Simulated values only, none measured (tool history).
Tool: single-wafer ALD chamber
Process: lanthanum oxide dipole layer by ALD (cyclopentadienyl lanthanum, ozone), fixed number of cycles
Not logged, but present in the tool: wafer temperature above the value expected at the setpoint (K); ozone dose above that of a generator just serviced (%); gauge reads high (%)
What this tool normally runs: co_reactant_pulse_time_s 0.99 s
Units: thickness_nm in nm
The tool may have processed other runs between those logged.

run   hour  co_reactant_pulse_time_s  wafers since the last listed run  hours since the last thermocouple change  hours since the last ozone generator service  hours since the showerhead was replaced  hours since the gauge calibration  read-back reference wafer on the same gauge, thickness_nm  thickness_nm
  1      0                      0.99                                 0                                    1541.8                                        1636.7                                   6555.6                              565.7                                                      0.638         0.484
  2     74                      1.11                              1495                                    1615.8                                        1710.7                                   6629.6                              639.7                                                      0.638         0.505
  3   87.5                      0.82                               272                                    1629.3                                        1724.2                                   6643.1                              653.2                                                      0.638         0.435
  4  106.5                      0.82                               384                                    1648.3                                        1743.2                                   6662.1                              672.2                                                      0.638         0.439
     126.5  -- thermocouple changed; heater temperature recalibrated
  5  132.6                      0.99                               365                                       6.1                                        1769.3                                   6688.2                              698.3                                                      0.639         0.486
     156.8  -- gauge calibrated
  6  167.1                      0.99                               697                                      40.6                                        1803.8                                   6722.7                               10.3                                                      0.639         0.483
  7  193.9                      0.99                               541                                      67.4                                        1830.6                                   6749.5                               37.1                                                      0.638         0.477
  8  222.8                      1.24                               584                                      96.3                                        1859.5                                   6778.4                                 66                                                      0.639         0.528
  9  240.8                      1.24                               363                                     114.3                                        1877.5                                   6796.4                                 84                                                      0.637         0.523
 10  257.2                      0.99                               331                                     130.7                                        1893.9                                   6812.8                              100.4                                                      0.638         0.479
 11  279.1                      1.13                               442                                     152.6                                        1915.8                                   6834.7                              122.3                                                      0.638         0.505
     316.8  -- showerhead replaced
 12  317.3                      1.19                               610                                     190.8                                          1954                                      0.5                              160.5                                                      0.638         0.515
 13  338.8                      0.99                               434                                     212.3                                        1975.5                                       22                                182                                                      0.638         0.474
 14  352.6                      0.61                               278                                     226.1                                        1989.3                                     35.8                              195.8                                                      0.637         0.353
     363.7  -- ozone generator serviced
 15    367                      1.36                               129                                     240.5                                           3.3                                     50.2                              210.2                                                      0.639         0.483
 16  402.8                      0.65                               723                                     276.3                                          39.1                                       86                                246                                                      0.637         0.301
 17  425.1                      1.25                               450                                     298.6                                          61.4                                    108.3                              268.3                                                      0.638         0.462
 18    438                      0.99                               260                                     311.5                                          74.3                                    121.2                              281.2                                                      0.637         0.399
 19  450.2                      0.63                               246                                     323.7                                          86.5                                    133.4                              293.4                                                      0.639         0.291
 20  475.9                      1.29                               519                                     349.4                                         112.2                                    159.1                              319.1                                                      0.638         0.468
 21  508.8                       1.3                               665                                     382.3                                         145.1                                      192                                352                                                      0.638         0.464
 22    530                      0.66                               428                                     403.5                                         166.3                                    213.2                              373.2                                                      0.637         0.301
 23  563.3                       1.1                               673                                     436.8                                         199.6                                    246.5                              406.5                                                      0.637         0.424
 24  585.1                       0.8                               440                                     458.6                                         221.4                                    268.3                              428.3                                                      0.638         0.343
 25  603.5                      0.99                               371                                       477                                         239.8                                    286.7                              446.7                                                      0.638         0.398
     628.3  -- ozone generator serviced, repeated, since the last time left the tool worse
 26  646.2                       0.6                               701                                     519.7                                          17.9                                    329.4                              489.4                                                      0.638         0.418
 27  679.1                      0.77                               665                                     552.6                                          50.8                                    362.3                              522.3                                                      0.638         0.479
 28  701.1                      0.73                               444                                     574.6                                          72.8                                    384.3                              544.3                                                      0.638         0.461
 29  716.7                      1.31                               315                                     590.2                                          88.4                                    399.9                              559.9                                                      0.638         0.578
 30  733.5                      0.68                               339                                       607                                         105.2                                    416.7                              576.7                                                      0.637         0.444
 31  762.3                      0.99                               582                                     635.8                                           134                                    445.5                              605.5                                                      0.638         0.526
 32    781                      0.99                               378                                     654.5                                         152.7                                    464.2                              624.2                                                      0.639         0.526
 33  816.2                      1.33                               711                                     689.7                                         187.9                                    499.4                              659.4                                                      0.638         0.571
     830.5  -- gauge calibrated
 34  847.6                       0.8                               634                                     721.1                                         219.3                                    530.8                               17.1                                                      0.638         0.484

For some of the steps in thickness_nm from one run to the next: how much would appear even if the tool had no hidden state, given the settings, what came in and random variation, and how much remains for the hidden state plus any gauge scatter that the measured result and the result without hidden state don't share?
Run 15 -> 16: co_reactant_pulse_time_s 1.36 -> 0.65. thickness_nm -0.182 nm: hidden state -0.039, all else -0.143.
Run 19 -> 20: co_reactant_pulse_time_s 0.63 -> 1.29. thickness_nm +0.177 nm: hidden state +0.03, all else +0.147.
Run 21 -> 22: co_reactant_pulse_time_s 1.3 -> 0.66. thickness_nm -0.163 nm: hidden state -0.035, all else -0.128.
Run 25 -> 26: co_reactant_pulse_time_s 0.99 -> 0.6, ozone generator serviced, repeated, since the last time left the tool worse. thickness_nm +0.02 nm: hidden state +0.137, all else -0.117.

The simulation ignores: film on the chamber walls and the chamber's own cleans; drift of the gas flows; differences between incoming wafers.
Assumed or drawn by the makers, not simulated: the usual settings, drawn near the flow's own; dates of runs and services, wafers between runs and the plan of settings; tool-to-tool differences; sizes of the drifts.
